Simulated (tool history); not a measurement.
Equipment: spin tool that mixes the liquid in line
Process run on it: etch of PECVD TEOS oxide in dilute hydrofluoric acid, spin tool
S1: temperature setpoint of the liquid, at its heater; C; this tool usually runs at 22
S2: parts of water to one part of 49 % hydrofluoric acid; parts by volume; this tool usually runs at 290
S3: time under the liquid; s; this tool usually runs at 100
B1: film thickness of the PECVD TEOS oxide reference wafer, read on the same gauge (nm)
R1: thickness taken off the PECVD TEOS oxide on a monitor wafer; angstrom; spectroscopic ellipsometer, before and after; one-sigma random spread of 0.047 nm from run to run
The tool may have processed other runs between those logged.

run	hour	S1	S2	S3	B1	R1
1	0	22	290	100	89.99	53.7
2	51.8	22	290	100	89.97	53
3	94.9	22	290	125	90.02	67
4	155.6	22	290	100	89.97	53.3
5	261.6	22	290	100	89.98	52.7
6	331.1	22	290	100	90.02	52.1
7	368.3	22	395	100	90	35.3
8	464.6	22	395	100	89.98	34.4
9	552.4	22	395	100	89.99	34.8
10	635	22	250	100	90.04	62.9
# hour 637.9: hydrofluoric acid flow meter replaced
11	701.3	22	250	100	89.99	66.9
12	791.7	23.5	290	100	89.97	58.3
# hour 809.8: gauge calibrated
13	1040.8	22	240	100	89.95	69.1
14	1089.6	22	240	100	90	68.7
15	1166.5	26.5	415	65	90.02	25.5
16	1223.2	22	395	100	89.98	35.5
17	1281.2	23.5	340	100	89.99	46
18	1364.8	22	290	145	90.05	77.8
19	1451.6	19.5	390	140	90	46.1
# hour 1534.2: thermometer replaced
20	1540.8	22	170	60	89.98	61
21	1588.1	22	385	100	89.94	37
22	1661.6	27	160	100	89.94	131.4
23	1706.3	24	360	45	89.99	19.4
24	1811.3	22	290	100	89.98	52.3
25	1853.3	25.5	410	80	89.98	29.6
26	2044.1	22	290	100	89.98	51.9
27	2081.1	22	175	60	89.96	58.2
28	2171.2	22	290	100	89.97	51.5
# hour 2186.9: gauge calibrated
29	2212.8	22	290	80	90.02	41.7
# hour 2258.7: hydrofluoric acid flow meter replaced
30	2282.2	25.5	150	100	89.97	139.3
31	2381.3	19.5	290	100	90.01	49.7
32	2439	20	290	125	89.93	64.3
33	2499.2	18.5	425	75	90.06	22.2
34	2551.9	22	290	100	89.95	55.1

3 ways to go on from here, each from the tool as it stands after run 34. What would each give?
A	2552.3	22	290	160	?	?
B	2552.3	22	170	100	?	?
C	2552.3	20.5	170	50	?	?

run	B1	R1
A	89.99	87.8
B	89.99	105.6
C	89.99	49.8
With no hidden state in the tool, these same runs would have given:
run	R1
A	89.4
B	107.4
C	50.7
